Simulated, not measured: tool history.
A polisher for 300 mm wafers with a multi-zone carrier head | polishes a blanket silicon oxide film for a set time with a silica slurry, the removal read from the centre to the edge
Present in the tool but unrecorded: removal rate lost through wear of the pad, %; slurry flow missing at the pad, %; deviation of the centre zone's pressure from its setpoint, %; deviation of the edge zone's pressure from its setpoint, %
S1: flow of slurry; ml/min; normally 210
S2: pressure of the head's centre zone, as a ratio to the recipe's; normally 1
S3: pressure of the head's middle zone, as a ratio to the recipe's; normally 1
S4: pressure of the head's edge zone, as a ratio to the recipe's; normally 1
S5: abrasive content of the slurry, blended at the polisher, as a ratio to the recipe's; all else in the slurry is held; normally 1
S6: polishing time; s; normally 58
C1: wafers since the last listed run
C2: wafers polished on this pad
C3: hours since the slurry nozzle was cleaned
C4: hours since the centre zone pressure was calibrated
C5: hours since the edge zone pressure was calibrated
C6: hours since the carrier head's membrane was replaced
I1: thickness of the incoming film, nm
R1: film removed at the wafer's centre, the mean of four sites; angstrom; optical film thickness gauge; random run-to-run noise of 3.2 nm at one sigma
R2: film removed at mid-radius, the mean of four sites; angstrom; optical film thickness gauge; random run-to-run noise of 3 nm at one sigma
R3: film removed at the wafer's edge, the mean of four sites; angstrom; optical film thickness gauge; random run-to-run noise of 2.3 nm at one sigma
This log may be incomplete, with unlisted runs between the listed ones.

{"run": 1, "day": 0.0, "S1": 210, "S2": 1, "S3": 1, "S4": 1, "S5": 1, "S6": 67, "C1": 0, "C2": 929, "C3": 174.2, "C4": 252.6, "C5": 99.4, "C6": 321.2, "I1": 1737.6, "R1": 2150, "R2": 2111, "R3": 2247}
{"day": 1.196, "done": "worn pad replaced by a new one"}
{"run": 2, "day": 1.812, "S1": 210, "S2": 1, "S3": 1, "S4": 1, "S5": 1, "S6": 67, "C1": 258, "C2": 96, "C3": 217.7, "C4": 296.1, "C5": 142.9, "C6": 364.7, "I1": 1739.6, "R1": 2117, "R2": 2211, "R3": 2347}
{"day": 3.742, "done": "slurry nozzle cleaned"}
{"run": 3, "day": 4.129, "S1": 210, "S2": 1, "S3": 1, "S4": 1, "S5": 1, "S6": 67, "C1": 356, "C2": 453, "C3": 9.3, "C4": 351.7, "C5": 198.5, "C6": 420.3, "I1": 1749.4, "R1": 2470, "R2": 2550, "R3": 2519}
{"run": 4, "day": 6.621, "S1": 210, "S2": 1, "S3": 1, "S4": 1, "S5": 1, "S6": 58, "C1": 390, "C2": 844, "C3": 69.1, "C4": 411.5, "C5": 258.3, "C6": 480.1, "I1": 1734.8, "R1": 2027, "R2": 2076, "R3": 2118}
{"day": 8.612, "done": "worn pad replaced by a new one"}
{"run": 5, "day": 11.529, "S1": 210, "S2": 1, "S3": 1, "S4": 1, "S5": 1, "S6": 58, "C1": 743, "C2": 457, "C3": 186.9, "C4": 529.3, "C5": 376.1, "C6": 597.9, "I1": 1767.7, "R1": 2035, "R2": 2049, "R3": 2055}
{"run": 6, "day": 13.95, "S1": 210, "S2": 1, "S3": 1, "S4": 1, "S5": 1, "S6": 58, "C1": 379, "C2": 837, "C3": 245, "C4": 587.4, "C5": 434.2, "C6": 656, "I1": 1750.9, "R1": 1837, "R2": 1843, "R3": 1959}
{"day": 14.308, "done": "slurry nozzle cleaned"}
{"run": 7, "day": 15.688, "S1": 210, "S2": 1, "S3": 1, "S4": 1, "S5": 1, "S6": 58, "C1": 265, "C2": 1103, "C3": 33.1, "C4": 629.1, "C5": 475.9, "C6": 697.7, "I1": 1709.2, "R1": 2064, "R2": 1932, "R3": 2032}
{"run": 8, "day": 16.704, "S1": 210, "S2": 1, "S3": 1, "S4": 1, "S5": 1, "S6": 58, "C1": 159, "C2": 1262, "C3": 57.5, "C4": 653.5, "C5": 500.3, "C6": 722.1, "I1": 1763.3, "R1": 1919, "R2": 1940, "R3": 1928}
{"day": 17.692, "done": "edge zone pressure recalibrated"}
{"day": 18.067, "done": "worn pad replaced by a new one"}
{"run": 9, "day": 19.221, "S1": 210, "S2": 1, "S3": 1, "S4": 1, "S5": 1, "S6": 58, "C1": 355, "C2": 181, "C3": 117.9, "C4": 713.9, "C5": 36.7, "C6": 782.5, "I1": 1727.6, "R1": 2027, "R2": 2098, "R3": 2138}
{"run": 10, "day": 20.688, "S1": 275, "S2": 1, "S3": 1, "S4": 1, "S5": 0.85, "S6": 48, "C1": 230, "C2": 411, "C3": 153.1, "C4": 749.1, "C5": 71.9, "C6": 817.7, "I1": 1748.6, "R1": 1576, "R2": 1603, "R3": 1597}
{"day": 21.071, "done": "carrier head's membrane replaced by a new one"}
{"run": 11, "day": 23.346, "S1": 210, "S2": 1, "S3": 1, "S4": 1, "S5": 1, "S6": 48, "C1": 384, "C2": 795, "C3": 216.9, "C4": 812.9, "C5": 135.7, "C6": 54.6, "I1": 1740.4, "R1": 1533, "R2": 1556, "R3": 1623}
{"day": 24.933, "done": "slurry nozzle cleaned"}
{"run": 12, "day": 24.988, "S1": 210, "S2": 1, "S3": 0.91, "S4": 1, "S5": 1.15, "S6": 51, "C1": 250, "C2": 1046, "C3": 1.3, "C4": 852.3, "C5": 175.1, "C6": 94, "I1": 1763.2, "R1": 1896, "R2": 1720, "R3": 1979}
{"run": 13, "day": 26.029, "S1": 210, "S2": 1, "S3": 1.11, "S4": 1, "S5": 1, "S6": 58, "C1": 163, "C2": 1209, "C3": 26.3, "C4": 877.3, "C5": 200.1, "C6": 119, "I1": 1762.2, "R1": 1951, "R2": 2074, "R3": 1963}
{"day": 26.908, "done": "worn pad replaced by a new one"}
{"day": 27.238, "done": "centre zone pressure recalibrated"}
{"run": 14, "day": 28.55, "S1": 210, "S2": 1, "S3": 0.93, "S4": 1, "S5": 0.8, "S6": 58, "C1": 356, "C2": 244, "C3": 86.8, "C4": 31.5, "C5": 260.6, "C6": 179.5, "I1": 1730.8, "R1": 1811, "R2": 1705, "R3": 1890}
{"run": 15, "day": 30.675, "S1": 210, "S2": 1, "S3": 1, "S4": 1, "S5": 1, "S6": 58, "C1": 333, "C2": 577, "C3": 137.8, "C4": 82.5, "C5": 311.6, "C6": 230.5, "I1": 1726.4, "R1": 2078, "R2": 2070, "R3": 2137}
{"run": 16, "day": 33.017, "S1": 210, "S2": 1.12, "S3": 1.1, "S4": 1, "S5": 1, "S6": 43, "C1": 367, "C2": 945, "C3": 194, "C4": 138.7, "C5": 367.8, "C6": 286.7, "I1": 1774.8, "R1": 1574, "R2": 1554, "R3": 1471}
{"day": 34.429, "done": "worn pad replaced by a new one"}
{"day": 34.604, "done": "slurry nozzle cleaned"}
{"run": 17, "day": 34.942, "S1": 210, "S2": 1, "S3": 1, "S4": 1.1, "S5": 1, "S6": 43, "C1": 269, "C2": 74, "C3": 8.1, "C4": 184.9, "C5": 414, "C6": 332.9, "I1": 1769.6, "R1": 1629, "R2": 1651, "R3": 1740}
{"day": 36.717, "done": "edge zone pressure recalibrated"}
{"run": 18, "day": 40.146, "S1": 210, "S2": 1, "S3": 1, "S4": 1, "S5": 1, "S6": 58, "C1": 803, "C2": 877, "C3": 133, "C4": 309.8, "C5": 82.3, "C6": 457.8, "I1": 1733.2, "R1": 1998, "R2": 1971, "R3": 2031}
{"run": 19, "day": 41.708, "S1": 210, "S2": 1, "S3": 0.93, "S4": 1, "S5": 0.8, "S6": 58, "C1": 245, "C2": 1122, "C3": 170.5, "C4": 347.3, "C5": 119.8, "C6": 495.3, "I1": 1729.5, "R1": 1580, "R2": 1523, "R3": 1647}

Results for each run, recomputed without the tool's hidden state and with each run's random variation untouched:
run=1 R1=2659 R2=2571 R3=2647
run=2 R1=2583 R2=2639 R3=2673
run=3 R1=2560 R2=2642 R3=2607
run=4 R1=2229 R2=2277 R3=2310
run=5 R1=2285 R2=2279 R3=2240
run=6 R1=2244 R2=2218 R3=2281
run=7 R1=2335 R2=2182 R3=2290
run=8 R1=2258 R2=2277 R3=2253
run=9 R1=2191 R2=2256 R3=2275
run=10 R1=1725 R2=1746 R3=1720
run=11 R1=1852 R2=1857 R3=1886
run=12 R1=2143 R2=1944 R3=2236
run=13 R1=2292 R2=2435 R3=2301
run=14 R1=1883 R2=1767 R3=1946
run=15 R1=2259 R2=2237 R3=2280
run=16 R1=1847 R2=1805 R3=1674
run=17 R1=1647 R2=1669 R3=1758
run=18 R1=2251 R2=2209 R3=2247
run=19 R1=1890 R2=1807 R3=1921
